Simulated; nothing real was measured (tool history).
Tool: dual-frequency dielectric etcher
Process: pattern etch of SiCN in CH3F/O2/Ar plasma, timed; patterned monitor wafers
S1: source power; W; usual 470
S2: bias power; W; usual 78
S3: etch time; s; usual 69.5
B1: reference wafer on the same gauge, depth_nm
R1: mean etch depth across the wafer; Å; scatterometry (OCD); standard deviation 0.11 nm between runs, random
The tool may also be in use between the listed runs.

Run 1, hour 0.0: usual settings; B1 22.22. Result: R1 261.0 Å.
Run 2, hour 12.6: usual settings but S2 73 W, S3 54.0 s; B1 22.20. Result: R1 195.5 Å.
Run 3, hour 52.7: usual settings but S2 73 W, S3 54.0 s; B1 22.21. Result: R1 197.3 Å.
Run 4, hour 69.3: usual settings; B1 22.20. Result: R1 263.5 Å.
Run 5, hour 84.3: usual settings; B1 22.20. Result: R1 260.2 Å.
Run 6, hour 91.3: usual settings but S2 85 W; B1 22.23. Result: R1 269.4 Å.
Run 7, hour 131.8: usual settings but S2 85 W; B1 22.21. Result: R1 268.6 Å.
Run 8, hour 132.2: usual settings but S1 430 W, S2 86 W; B1 22.21. Result: R1 260.2 Å.
Run 9, hour 140.6: usual settings but S1 370 W; B1 22.20. Result: R1 229.2 Å.
Run 10, hour 149.3: usual settings but S2 73 W, S3 54.0 s; B1 22.22. Result: R1 197.7 Å.
Run 11, hour 165.3: usual settings but S1 570 W, S2 93 W, S3 76.5 s; B1 22.19. Result: R1 340.0 Å.
Run 12, hour 207.6: usual settings but S1 410 W, S2 65 W, S3 52.0 s; B1 22.21. Result: R1 166.2 Å.
Run 13, hour 207.9: usual settings but S2 61 W; B1 22.21. Result: R1 235.0 Å.
Run 14, hour 210.8: usual settings but S1 430 W, S2 89 W, S3 57.0 s; B1 22.20. Result: R1 216.6 Å.
Run 15, hour 220.5: usual settings but S2 88 W; B1 22.20. Result: R1 274.0 Å.
Run 16, hour 228.0: usual settings but S1 390 W, S3 77.0 s; B1 22.19. Result: R1 261.6 Å.
Run 17, hour 239.6: usual settings but S1 430 W, S2 85 W, S3 49.5 s; B1 22.20. Result: R1 183.3 Å.
Run 18, hour 245.7: usual settings but S1 560 W, S3 81.5 s; B1 22.20. Result: R1 334.7 Å.
Run 19, hour 252.6: usual settings but S1 580 W, S3 60.0 s; B1 22.19. Result: R1 249.4 Å.
Run 20, hour 260.6: usual settings; B1 22.21. Result: R1 261.1 Å.
Run 21, hour 277.5: usual settings but S3 63.5 s; B1 22.18. Result: R1 237.9 Å.
Run 22, hour 293.4: usual settings but S1 430 W, S2 64 W, S3 89.5 s; B1 22.18. Result: R1 292.4 Å.
Run 23, hour 309.6: usual settings but S1 400 W, S2 62 W; B1 22.18. Result: R1 214.9 Å.
Run 24, hour 321.9: usual settings but S1 410 W, S2 84 W, S3 78.5 s; B1 22.20. Result: R1 284.7 Å.
Run 25, hour 331.8: usual settings but S1 580 W, S2 93 W, S3 48.5 s; B1 22.20. Result: R1 218.8 Å.
Run 26, hour 347.2: usual settings but S1 430 W; B1 22.20. Result: R1 249.6 Å.
Run 27, hour 354.0: usual settings; B1 22.20. Result: R1 261.7 Å.
Run 28, hour 361.8: usual settings; B1 22.20. Result: R1 260.5 Å.
Run 29, hour 377.5: usual settings but S2 73 W, S3 84.5 s; B1 22.17. Result: R1 308.2 Å.
Run 30, hour 394.3: usual settings but S1 350 W, S2 86 W, S3 89.5 s; B1 22.23. Result: R1 297.1 Å.
Run 31, hour 403.6: usual settings but S1 560 W, S3 86.5 s; B1 22.22. Result: R1 352.5 Å.

Missing from the log above: 3 entries noted between runs. For each, name the pair of listed runs it sits between and say how the tool's hidden condition differs from the listed run just before to the listed run just after:
From run 6 to run 7: wet clean of the chamber (hour 131.3)
  no difference in the tool's unlogged condition between these two runs
From run 11 to run 12: upper electrode replaced (hour 207.1)
  no difference in the tool's unlogged condition between these two runs
From run 16 to run 17: bias power generator calibrated (hour 234.5)
  no difference in the tool's unlogged condition between these two runs

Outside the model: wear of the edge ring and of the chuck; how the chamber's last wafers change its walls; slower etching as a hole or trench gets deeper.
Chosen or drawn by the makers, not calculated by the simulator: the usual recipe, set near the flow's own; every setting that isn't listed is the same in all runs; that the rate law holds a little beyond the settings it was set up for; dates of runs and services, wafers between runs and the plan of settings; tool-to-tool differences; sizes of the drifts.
